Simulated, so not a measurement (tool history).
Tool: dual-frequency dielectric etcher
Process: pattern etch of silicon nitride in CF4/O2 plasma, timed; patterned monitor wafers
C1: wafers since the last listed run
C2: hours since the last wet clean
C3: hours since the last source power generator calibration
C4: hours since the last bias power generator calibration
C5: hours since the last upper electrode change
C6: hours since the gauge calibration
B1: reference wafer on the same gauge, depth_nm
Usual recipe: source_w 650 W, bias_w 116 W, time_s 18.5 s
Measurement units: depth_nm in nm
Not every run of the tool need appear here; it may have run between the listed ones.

{"run": 1, "hour": 0.0, "source_w": 550, "bias_w": 116, "time_s": 18.5, "C1": 0, "C2": 334.2, "C3": 2259.9, "C4": 1067.9, "C5": 3743.9, "C6": 92.0, "B1": 35.39, "depth_nm": 39.81}
{"run": 2, "hour": 11.2, "source_w": 550, "bias_w": 116, "time_s": 18.5, "C1": 160, "C2": 345.4, "C3": 2271.1, "C4": 1079.1, "C5": 3755.1, "C6": 103.2, "B1": 35.38, "depth_nm": 40.0}
{"run": 3, "hour": 23.1, "source_w": 590, "bias_w": 116, "time_s": 18.5, "C1": 170, "C2": 357.3, "C3": 2283.0, "C4": 1091.0, "C5": 3767.0, "C6": 115.1, "B1": 35.38, "depth_nm": 41.99}
{"run": 4, "hour": 29.7, "source_w": 590, "bias_w": 116, "time_s": 18.5, "C1": 94, "C2": 363.9, "C3": 2289.6, "C4": 1097.6, "C5": 3773.6, "C6": 121.7, "B1": 35.4, "depth_nm": 41.71}
{"run": 5, "hour": 41.6, "source_w": 530, "bias_w": 116, "time_s": 18.5, "C1": 170, "C2": 375.8, "C3": 2301.5, "C4": 1109.5, "C5": 3785.5, "C6": 133.6, "B1": 35.38, "depth_nm": 38.94}
{"run": 6, "hour": 58.2, "source_w": 650, "bias_w": 104, "time_s": 18.5, "C1": 237, "C2": 392.4, "C3": 2318.1, "C4": 1126.1, "C5": 3802.1, "C6": 150.2, "B1": 35.39, "depth_nm": 42.75}
{"run": 7, "hour": 67.5, "source_w": 650, "bias_w": 104, "time_s": 18.5, "C1": 133, "C2": 401.7, "C3": 2327.4, "C4": 1135.4, "C5": 3811.4, "C6": 159.5, "B1": 35.39, "depth_nm": 42.79}
{"run": 8, "hour": 74.3, "source_w": 650, "bias_w": 104, "time_s": 18.5, "C1": 97, "C2": 408.5, "C3": 2334.2, "C4": 1142.2, "C5": 3818.2, "C6": 166.3, "B1": 35.41, "depth_nm": 42.81}
{"run": 9, "hour": 81.4, "source_w": 650, "bias_w": 116, "time_s": 18.5, "C1": 101, "C2": 415.6, "C3": 2341.3, "C4": 1149.3, "C5": 3825.3, "C6": 173.4, "B1": 35.4, "depth_nm": 44.82}
{"run": 10, "hour": 94.9, "source_w": 650, "bias_w": 116, "time_s": 18.5, "C1": 193, "C2": 429.1, "C3": 2354.8, "C4": 1162.8, "C5": 3838.8, "C6": 186.9, "B1": 35.38, "depth_nm": 44.7}
{"run": 11, "hour": 142.4, "source_w": 650, "bias_w": 116, "time_s": 18.5, "C1": 680, "C2": 476.6, "C3": 2402.3, "C4": 1210.3, "C5": 3886.3, "C6": 234.4, "B1": 35.37, "depth_nm": 44.72}
{"run": 12, "hour": 155.5, "source_w": 650, "bias_w": 116, "time_s": 18.5, "C1": 187, "C2": 489.7, "C3": 2415.4, "C4": 1223.4, "C5": 3899.4, "C6": 247.5, "B1": 35.4, "depth_nm": 44.77}
{"run": 13, "hour": 161.9, "source_w": 650, "bias_w": 116, "time_s": 18.5, "C1": 91, "C2": 496.1, "C3": 2421.8, "C4": 1229.8, "C5": 3905.8, "C6": 253.9, "B1": 35.37, "depth_nm": 44.67}
{"run": 14, "hour": 176.1, "source_w": 650, "bias_w": 100, "time_s": 21.0, "C1": 203, "C2": 510.3, "C3": 2436.0, "C4": 1244.0, "C5": 3920.0, "C6": 268.1, "B1": 35.36, "depth_nm": 47.94}
{"run": 15, "hour": 190.8, "source_w": 570, "bias_w": 99, "time_s": 15.5, "C1": 210, "C2": 525.0, "C3": 2450.7, "C4": 1258.7, "C5": 3934.7, "C6": 282.8, "B1": 35.38, "depth_nm": 32.33}
{"hour": 211.6, "done": "gauge calibrated"}
{"hour": 219.7, "done": "wet clean of the chamber"}
{"run": 16, "hour": 220.2, "source_w": 550, "bias_w": 116, "time_s": 18.5, "C1": 77, "C2": 0.5, "C3": 2480.1, "C4": 1288.1, "C5": 3964.1, "C6": 8.6, "B1": 35.4, "depth_nm": 39.47}
{"run": 17, "hour": 222.1, "source_w": 650, "bias_w": 116, "time_s": 18.5, "C1": 27, "C2": 2.4, "C3": 2482.0, "C4": 1290.0, "C5": 3966.0, "C6": 10.5, "B1": 35.39, "depth_nm": 44.18}
{"run": 18, "hour": 239.8, "source_w": 650, "bias_w": 116, "time_s": 14.0, "C1": 253, "C2": 20.1, "C3": 2499.7, "C4": 1307.7, "C5": 3983.7, "C6": 28.2, "B1": 35.41, "depth_nm": 33.5}
{"run": 19, "hour": 250.6, "source_w": 650, "bias_w": 116, "time_s": 20.5, "C1": 154, "C2": 30.9, "C3": 2510.5, "C4": 1318.5, "C5": 3994.5, "C6": 39.0, "B1": 35.37, "depth_nm": 48.93}
{"hour": 255.0, "done": "source power generator calibrated"}
{"run": 20, "hour": 267.4, "source_w": 550, "bias_w": 95, "time_s": 13.5, "C1": 183, "C2": 47.7, "C3": 12.4, "C4": 1335.3, "C5": 4011.3, "C6": 55.8, "B1": 35.39, "depth_nm": 26.7}
{"hour": 278.4, "done": "bias power generator calibrated"}
{"hour": 300.8, "done": "upper electrode replaced"}
{"run": 21, "hour": 301.3, "source_w": 650, "bias_w": 95, "time_s": 18.5, "C1": 106, "C2": 81.6, "C3": 46.3, "C4": 22.9, "C5": 0.5, "C6": 89.7, "B1": 35.44, "depth_nm": 41.26}
{"run": 22, "hour": 301.7, "source_w": 510, "bias_w": 116, "time_s": 18.5, "C1": 5, "C2": 82.0, "C3": 46.7, "C4": 23.3, "C5": 0.9, "C6": 90.1, "B1": 35.42, "depth_nm": 37.77}
{"run": 23, "hour": 308.1, "source_w": 650, "bias_w": 116, "time_s": 21.0, "C1": 91, "C2": 88.4, "C3": 53.1, "C4": 29.7, "C5": 7.3, "C6": 96.5, "B1": 35.36, "depth_nm": 50.31}
{"run": 24, "hour": 325.7, "source_w": 730, "bias_w": 141, "time_s": 20.0, "C1": 252, "C2": 106.0, "C3": 70.7, "C4": 47.3, "C5": 24.9, "C6": 114.1, "B1": 35.4, "depth_nm": 56.11}
{"run": 25, "hour": 372.4, "source_w": 720, "bias_w": 140, "time_s": 18.5, "C1": 669, "C2": 152.7, "C3": 117.4, "C4": 94.0, "C5": 71.6, "C6": 160.8, "B1": 35.41, "depth_nm": 51.14}
{"run": 26, "hour": 378.7, "source_w": 650, "bias_w": 105, "time_s": 18.5, "C1": 90, "C2": 159.0, "C3": 123.7, "C4": 100.3, "C5": 77.9, "C6": 167.1, "B1": 35.44, "depth_nm": 42.66}
{"run": 27, "hour": 384.7, "source_w": 650, "bias_w": 116, "time_s": 18.5, "C1": 85, "C2": 165.0, "C3": 129.7, "C4": 106.3, "C5": 83.9, "C6": 173.1, "B1": 35.4, "depth_nm": 44.26}
{"run": 28, "hour": 391.7, "source_w": 740, "bias_w": 116, "time_s": 18.5, "C1": 100, "C2": 172.0, "C3": 136.7, "C4": 113.3, "C5": 90.9, "C6": 180.1, "B1": 35.42, "depth_nm": 48.67}
{"run": 29, "hour": 399.7, "source_w": 580, "bias_w": 90, "time_s": 21.5, "C1": 114, "C2": 180.0, "C3": 144.7, "C4": 121.3, "C5": 98.9, "C6": 188.1, "B1": 35.41, "depth_nm": 43.41}
{"run": 30, "hour": 406.6, "source_w": 650, "bias_w": 116, "time_s": 18.5, "C1": 98, "C2": 186.9, "C3": 151.6, "C4": 128.2, "C5": 105.8, "C6": 195.0, "B1": 35.38, "depth_nm": 44.57}
{"run": 31, "hour": 416.8, "source_w": 590, "bias_w": 136, "time_s": 17.0, "C1": 146, "C2": 197.1, "C3": 161.8, "C4": 138.4, "C5": 116.0, "C6": 205.2, "B1": 35.39, "depth_nm": 40.77}

Forecast each of these 3 alternatives for the next run:
{"run": "A", "hour": 417.2, "source_w": 650, "bias_w": 116, "time_s": 18.5, "C1": 5, "C2": 197.5, "C3": 162.2, "C4": 138.8, "C5": 116.4, "C6": 205.6, "B1": "?", "depth_nm": "?"}
{"run": "B", "hour": 417.2, "source_w": 570, "bias_w": 96, "time_s": 13.5, "C1": 5, "C2": 197.5, "C3": 162.2, "C4": 138.8, "C5": 116.4, "C6": 205.6, "B1": "?", "depth_nm": "?"}
{"run": "C", "hour": 417.2, "source_w": 650, "bias_w": 88, "time_s": 18.5, "C1": 5, "C2": 197.5, "C3": 162.2, "C4": 138.8, "C5": 116.4, "C6": 205.6, "B1": "?", "depth_nm": "?"}

run=A B1=35.41 depth_nm=44.40
run=B B1=35.41 depth_nm=27.58
run=C B1=35.41 depth_nm=39.94
Take away the tool's hidden state, keep each run's random variation, and the runs would have read:
run=A depth_nm=44.23
run=B depth_nm=27.47
run=C depth_nm=39.79
